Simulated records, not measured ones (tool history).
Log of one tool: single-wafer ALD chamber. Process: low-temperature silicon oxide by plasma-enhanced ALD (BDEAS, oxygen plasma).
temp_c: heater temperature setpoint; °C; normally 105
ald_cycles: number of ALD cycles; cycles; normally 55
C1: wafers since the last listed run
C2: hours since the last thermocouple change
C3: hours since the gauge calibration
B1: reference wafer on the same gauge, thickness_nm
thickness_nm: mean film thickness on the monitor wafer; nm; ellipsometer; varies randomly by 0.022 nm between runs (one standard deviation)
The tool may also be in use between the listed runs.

Run 1, hour 0.0: usual settings; C1 0; C2 2168.6; C3 456.2; B1 8.100. Result: thickness_nm 8.572 nm.
Run 2, hour 16.0: usual settings but temp_c 98 °C; C1 81; C2 2184.6; C3 472.2; B1 8.095. Result: thickness_nm 8.639 nm.
Run 3, hour 35.9: usual settings but temp_c 98 °C; C1 101; C2 2204.5; C3 492.1; B1 8.099. Result: thickness_nm 8.665 nm.
Run 4, hour 140.8: usual settings; C1 537; C2 2309.4; C3 597.0; B1 8.085. Result: thickness_nm 8.556 nm.
Run 5, hour 166.9: usual settings; C1 133; C2 2335.5; C3 623.1; B1 8.077. Result: thickness_nm 8.545 nm.
Run 6, hour 186.7: usual settings; C1 101; C2 2355.3; C3 642.9; B1 8.076. Result: thickness_nm 8.562 nm.
Run 7, hour 199.9: usual settings; C1 67; C2 2368.5; C3 656.1; B1 8.075. Result: thickness_nm 8.483 nm.
Run 8, hour 223.2: usual settings; C1 119; C2 2391.8; C3 679.4; B1 8.072. Result: thickness_nm 8.554 nm.
Run 9, hour 237.5: usual settings; C1 73; C2 2406.1; C3 693.7; B1 8.069. Result: thickness_nm 8.503 nm.
Run 10, hour 262.7: usual settings but temp_c 93 °C, ald_cycles 49 cycles; C1 129; C2 2431.3; C3 718.9; B1 8.062. Result: thickness_nm 7.805 nm.
Run 11, hour 277.0: usual settings but temp_c 93 °C, ald_cycles 49 cycles; C1 73; C2 2445.6; C3 733.2; B1 8.062. Result: thickness_nm 7.836 nm.
Run 12, hour 317.4: usual settings but temp_c 93 °C, ald_cycles 49 cycles; C1 207; C2 2486.0; C3 773.6; B1 8.055. Result: thickness_nm 7.817 nm.
Run 13, hour 350.0: usual settings but ald_cycles 59 cycles; C1 167; C2 2518.6; C3 806.2; B1 8.043. Result: thickness_nm 9.142 nm.
Run 14, hour 365.5: usual settings but ald_cycles 59 cycles; C1 79; C2 2534.1; C3 821.7; B1 8.049. Result: thickness_nm 9.132 nm.
At hour 389.2: thermocouple changed; heater temperature recalibrated.
Run 15, hour 397.7: usual settings but ald_cycles 59 cycles; C1 123; C2 8.5; C3 853.9; B1 8.033. Result: thickness_nm 9.126 nm.
Run 16, hour 424.0: usual settings but ald_cycles 53 cycles; C1 134; C2 34.8; C3 880.2; B1 8.032. Result: thickness_nm 8.163 nm.
Run 17, hour 440.1: usual settings but ald_cycles 53 cycles; C1 82; C2 50.9; C3 896.3; B1 8.031. Result: thickness_nm 8.159 nm.
At hour 474.4: gauge calibrated.
Run 18, hour 489.1: usual settings but ald_cycles 53 cycles; C1 251; C2 99.9; C3 14.7; B1 8.142. Result: thickness_nm 8.269 nm.
Run 19, hour 522.8: usual settings but temp_c 94 °C; C1 172; C2 133.6; C3 48.4; B1 8.145. Result: thickness_nm 8.849 nm.
Run 20, hour 545.3: usual settings but temp_c 94 °C; C1 115; C2 156.1; C3 70.9; B1 8.141. Result: thickness_nm 8.868 nm.
Run 21, hour 578.8: usual settings; C1 171; C2 189.6; C3 104.4; B1 8.139. Result: thickness_nm 8.623 nm.
Run 22, hour 613.6: usual settings; C1 178; C2 224.4; C3 139.2; B1 8.139. Result: thickness_nm 8.660 nm.
Run 23, hour 640.0: usual settings; C1 135; C2 250.8; C3 165.6; B1 8.136. Result: thickness_nm 8.625 nm.
Run 24, hour 667.5: usual settings but ald_cycles 65 cycles; C1 140; C2 278.3; C3 193.1; B1 8.141. Result: thickness_nm 10.164 nm.
Run 25, hour 698.6: usual settings but temp_c 92 °C, ald_cycles 61 cycles; C1 159; C2 309.4; C3 224.2; B1 8.135. Result: thickness_nm 9.837 nm.
Run 26, hour 733.1: usual settings but temp_c 115 °C, ald_cycles 46 cycles; C1 176; C2 343.9; C3 258.7; B1 8.127. Result: thickness_nm 7.071 nm.
Run 27, hour 747.3: usual settings but temp_c 109 °C, ald_cycles 58 cycles; C1 72; C2 358.1; C3 272.9; B1 8.136. Result: thickness_nm 9.007 nm.
Run 28, hour 777.9: usual settings; C1 156; C2 388.7; C3 303.5; B1 8.131. Result: thickness_nm 8.620 nm.
Run 29, hour 796.4: usual settings but temp_c 91 °C; C1 94; C2 407.2; C3 322.0; B1 8.127. Result: thickness_nm 8.918 nm.
Run 30, hour 828.0: usual settings but temp_c 99 °C; C1 161; C2 438.8; C3 353.6; B1 8.128. Result: thickness_nm 8.692 nm.
Run 31, hour 863.3: usual settings but temp_c 111 °C; C1 180; C2 474.1; C3 388.9; B1 8.122. Result: thickness_nm 8.476 nm.
Run 32, hour 892.8: usual settings but temp_c 99 °C; C1 151; C2 503.6; C3 418.4; B1 8.117. Result: thickness_nm 8.651 nm.
Run 33, hour 916.0: usual settings; C1 118; C2 526.8; C3 441.6; B1 8.115. Result: thickness_nm 8.549 nm.
Run 34, hour 947.0: usual settings but temp_c 117 °C; C1 158; C2 557.8; C3 472.6; B1 8.121. Result: thickness_nm 8.388 nm.
Run 35, hour 973.8: usual settings but temp_c 95 °C, ald_cycles 46 cycles; C1 137; C2 584.6; C3 499.4; B1 8.116. Result: thickness_nm 7.315 nm.
Run 36, hour 989.7: usual settings but temp_c 97 °C; C1 81; C2 600.5; C3 515.3; B1 8.103. Result: thickness_nm 8.727 nm.
Run 37, hour 1012.1: usual settings but temp_c 90 °C, ald_cycles 50 cycles; C1 114; C2 622.9; C3 537.7; B1 8.106. Result: thickness_nm 8.127 nm.
Run 38, hour 1047.3: usual settings but temp_c 94 °C, ald_cycles 46 cycles; C1 180; C2 658.1; C3 572.9; B1 8.091. Result: thickness_nm 7.362 nm.
Run 39, hour 1079.9: usual settings but temp_c 101 °C, ald_cycles 63 cycles; C1 167; C2 690.7; C3 605.5; B1 8.094. Result: thickness_nm 9.854 nm.
Run 40, hour 1114.4: usual settings but temp_c 97 °C, ald_cycles 60 cycles; C1 176; C2 725.2; C3 640.0; B1 8.086. Result: thickness_nm 9.503 nm.
Run 41, hour 1142.0: usual settings but ald_cycles 49 cycles; C1 141; C2 752.8; C3 667.6; B1 8.085. Result: thickness_nm 7.615 nm.
Run 42, hour 1176.5: usual settings; C1 176; C2 787.3; C3 702.1; B1 8.079. Result: thickness_nm 8.523 nm.
Run 43, hour 1201.1: usual settings but ald_cycles 53 cycles; C1 126; C2 811.9; C3 726.7; B1 8.074. Result: thickness_nm 8.231 nm.
Run 44, hour 1213.7: usual settings but temp_c 115 °C, ald_cycles 64 cycles; C1 64; C2 824.5; C3 739.3; B1 8.077. Result: thickness_nm 9.804 nm.
Run 45, hour 1225.9: usual settings but temp_c 118 °C; C1 62; C2 836.7; C3 751.5; B1 8.070. Result: thickness_nm 8.327 nm.
Run 46, hour 1242.8: usual settings but temp_c 115 °C, ald_cycles 66 cycles; C1 86; C2 853.6; C3 768.4; B1 8.062. Result: thickness_nm 10.070 nm.
Run 47, hour 1275.2: usual settings but temp_c 95 °C, ald_cycles 64 cycles; C1 166; C2 886.0; C3 800.8; B1 8.056. Result: thickness_nm 10.104 nm.
Run 48, hour 1305.0: usual settings; C1 152; C2 915.8; C3 830.6; B1 8.061. Result: thickness_nm 8.525 nm.

Each row is a separate what-if for the run after 48, all from the same tool condition, not one after another. Results?
Run A, hour 1305.5: usual settings but temp_c 100 °C; C1 2; C2 916.3; C3 831.1; B1 ?. Result: thickness_nm ?.
Run B, hour 1305.5: usual settings but temp_c 118 °C, ald_cycles 50 cycles; C1 2; C2 916.3; C3 831.1; B1 ?. Result: thickness_nm ?.
Run C, hour 1305.5: usual settings but temp_c 109 °C, ald_cycles 48 cycles; C1 2; C2 916.3; C3 831.1; B1 ?. Result: thickness_nm ?.

run     B1  thickness_nm
  A  8.059         8.580
  B  8.059         7.576
  C  8.059         7.381
The same runs, with their run-to-run variation unchanged, on a tool lacking any hidden condition would have given:
run  thickness_nm
  A         8.681
  B         7.665
  C         7.467

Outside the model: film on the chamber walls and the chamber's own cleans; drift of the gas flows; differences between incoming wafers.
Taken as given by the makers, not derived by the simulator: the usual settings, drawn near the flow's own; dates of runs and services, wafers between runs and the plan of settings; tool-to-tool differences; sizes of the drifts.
